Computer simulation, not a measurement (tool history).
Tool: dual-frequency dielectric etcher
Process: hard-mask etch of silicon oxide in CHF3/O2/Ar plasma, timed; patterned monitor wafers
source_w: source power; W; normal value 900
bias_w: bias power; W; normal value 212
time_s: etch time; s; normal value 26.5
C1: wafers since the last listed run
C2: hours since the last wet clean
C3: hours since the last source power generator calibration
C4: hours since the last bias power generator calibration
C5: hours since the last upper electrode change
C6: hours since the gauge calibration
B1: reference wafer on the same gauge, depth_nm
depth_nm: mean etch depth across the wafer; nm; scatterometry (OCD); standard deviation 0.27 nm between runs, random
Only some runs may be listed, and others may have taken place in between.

Run 1, hour 0.0: usual settings but source_w 1010 W; C1 0; C2 476.0; C3 2061.1; C4 1634.4; C5 0.5; C6 856.6; B1 57.5. Result: depth_nm 69.7 nm.
Run 2, hour 7.9: usual settings but bias_w 240 W; C1 135; C2 483.9; C3 2069.0; C4 1642.3; C5 8.4; C6 864.5; B1 57.5. Result: depth_nm 68.7 nm.
At hour 19.5: source power generator calibrated.
At hour 40.3: wet clean of the chamber.
Run 3, hour 40.8: usual settings; C1 138; C2 0.5; C3 21.3; C4 1675.2; C5 41.3; C6 897.4; B1 57.5. Result: depth_nm 68.4 nm.
Run 4, hour 41.1: usual settings; C1 5; C2 0.8; C3 21.6; C4 1675.5; C5 41.6; C6 897.7; B1 57.5. Result: depth_nm 68.5 nm.
Run 5, hour 60.5: usual settings; C1 333; C2 20.2; C3 41.0; C4 1694.9; C5 61.0; C6 917.1; B1 57.5. Result: depth_nm 68.5 nm.
Run 6, hour 74.9: usual settings; C1 247; C2 34.6; C3 55.4; C4 1709.3; C5 75.4; C6 931.5; B1 57.5. Result: depth_nm 68.5 nm.
At hour 88.2: gauge calibrated.
Run 7, hour 89.7: usual settings but bias_w 228 W; C1 254; C2 49.4; C3 70.2; C4 1724.1; C5 90.2; C6 1.5; B1 57.5. Result: depth_nm 70.2 nm.
Run 8, hour 116.5: usual settings but bias_w 228 W; C1 460; C2 76.2; C3 97.0; C4 1750.9; C5 117.0; C6 28.3; B1 57.5. Result: depth_nm 70.1 nm.
Run 9, hour 131.5: usual settings but bias_w 228 W; C1 257; C2 91.2; C3 112.0; C4 1765.9; C5 132.0; C6 43.3; B1 57.5. Result: depth_nm 69.9 nm.
Run 10, hour 149.4: usual settings but time_s 19.0 s; C1 307; C2 109.1; C3 129.9; C4 1783.8; C5 149.9; C6 61.2; B1 57.6. Result: depth_nm 48.9 nm.
Run 11, hour 179.4: usual settings but bias_w 193 W, time_s 32.0 s; C1 515; C2 139.1; C3 159.9; C4 1813.8; C5 179.9; C6 91.2; B1 57.6. Result: depth_nm 80.2 nm.
Run 12, hour 196.9: usual settings but bias_w 173 W; C1 300; C2 156.6; C3 177.4; C4 1831.3; C5 197.4; C6 108.7; B1 57.5. Result: depth_nm 63.4 nm.
Run 13, hour 232.3: usual settings but source_w 1070 W, bias_w 257 W, time_s 32.0 s; C1 608; C2 192.0; C3 212.8; C4 1866.7; C5 232.8; C6 144.1; B1 57.5. Result: depth_nm 94.4 nm.
Run 14, hour 251.6: usual settings but source_w 1100 W, time_s 33.5 s; C1 331; C2 211.3; C3 232.1; C4 1886.0; C5 252.1; C6 163.4; B1 57.4. Result: depth_nm 94.3 nm.
At hour 264.8: bias power generator calibrated.
Run 15, hour 279.9: usual settings but source_w 1110 W, bias_w 184 W, time_s 31.0 s; C1 417; C2 239.6; C3 260.4; C4 15.1; C5 280.4; C6 191.7; B1 57.5. Result: depth_nm 82.1 nm.
Run 16, hour 312.7: usual settings but source_w 780 W, bias_w 174 W; C1 563; C2 272.4; C3 293.2; C4 47.9; C5 313.2; C6 224.5; B1 57.4. Result: depth_nm 59.0 nm.
Run 17, hour 346.2: usual settings but time_s 33.0 s; C1 575; C2 305.9; C3 326.7; C4 81.4; C5 346.7; C6 258.0; B1 57.5. Result: depth_nm 83.3 nm.
Run 18, hour 367.0: usual settings; C1 357; C2 326.7; C3 347.5; C4 102.2; C5 367.5; C6 278.8; B1 57.5. Result: depth_nm 66.7 nm.
Run 19, hour 388.6: usual settings but source_w 770 W; C1 371; C2 348.3; C3 369.1; C4 123.8; C5 389.1; C6 300.4; B1 57.5. Result: depth_nm 62.7 nm.
Run 20, hour 418.6: usual settings but time_s 29.5 s; C1 515; C2 378.3; C3 399.1; C4 153.8; C5 419.1; C6 330.4; B1 57.5. Result: depth_nm 74.5 nm.
Run 21, hour 435.0: usual settings but source_w 1030 W, bias_w 167 W; C1 281; C2 394.7; C3 415.5; C4 170.2; C5 435.5; C6 346.8; B1 57.5. Result: depth_nm 65.0 nm.
Run 22, hour 454.4: usual settings; C1 333; C2 414.1; C3 434.9; C4 189.6; C5 454.9; C6 366.2; B1 57.5. Result: depth_nm 66.7 nm.
Run 23, hour 486.5: usual settings but source_w 1090 W, bias_w 182 W; C1 551; C2 446.2; C3 467.0; C4 221.7; C5 487.0; C6 398.3; B1 57.5. Result: depth_nm 69.0 nm.
Run 24, hour 509.6: usual settings but source_w 740 W; C1 396; C2 469.3; C3 490.1; C4 244.8; C5 510.1; C6 421.4; B1 57.5. Result: depth_nm 61.1 nm.
Run 25, hour 536.5: usual settings but time_s 29.0 s; C1 462; C2 496.2; C3 517.0; C4 271.7; C5 537.0; C6 448.3; B1 57.5. Result: depth_nm 73.1 nm.
At hour 586.7: wet clean of the chamber.
Run 26, hour 587.2: usual settings but source_w 750 W; C1 458; C2 0.5; C3 567.7; C4 322.4; C5 587.7; C6 499.0; B1 57.4. Result: depth_nm 62.9 nm.
Run 27, hour 587.5: usual settings but bias_w 166 W; C1 5; C2 0.8; C3 568.0; C4 322.7; C5 588.0; C6 499.3; B1 57.5. Result: depth_nm 63.4 nm.
Run 28, hour 598.7: usual settings but bias_w 186 W, time_s 21.0 s; C1 192; C2 12.0; C3 579.2; C4 333.9; C5 599.2; C6 510.5; B1 57.5. Result: depth_nm 51.8 nm.
Run 29, hour 621.1: usual settings but bias_w 172 W; C1 384; C2 34.4; C3 601.6; C4 356.3; C5 621.6; C6 532.9; B1 57.5. Result: depth_nm 63.6 nm.

What if the next run were any one of these 5? Each begins from the tool's condition after run 29:
Run A, hour 621.5: usual settings but source_w 1050 W; C1 6; C2 34.8; C3 602.0; C4 356.7; C5 622.0; C6 533.3; B1 ?. Result: depth_nm ?.
Run B, hour 621.5: usual settings but bias_w 162 W, time_s 21.0 s; C1 6; C2 34.8; C3 602.0; C4 356.7; C5 622.0; C6 533.3; B1 ?. Result: depth_nm ?.
Run C, hour 621.5: usual settings but bias_w 246 W; C1 6; C2 34.8; C3 602.0; C4 356.7; C5 622.0; C6 533.3; B1 ?. Result: depth_nm ?.
Run D, hour 621.5: usual settings but source_w 810 W, bias_w 161 W, time_s 19.5 s; C1 6; C2 34.8; C3 602.0; C4 356.7; C5 622.0; C6 533.3; B1 ?. Result: depth_nm ?.
Run E, hour 621.5: usual settings but source_w 1010 W, bias_w 176 W, time_s 28.5 s; C1 6; C2 34.8; C3 602.0; C4 356.7; C5 622.0; C6 533.3; B1 ?. Result: depth_nm ?.

run    B1  depth_nm
  A  57.5      73.7
  B  57.5      49.8
  C  57.5      72.5
  D  57.5      44.0
  E  57.5      73.2
With no hidden state in the tool, these same runs would have given:
run  depth_nm
  A      73.6
  B      49.8
  C      72.4
  D      44.0
  E      73.2
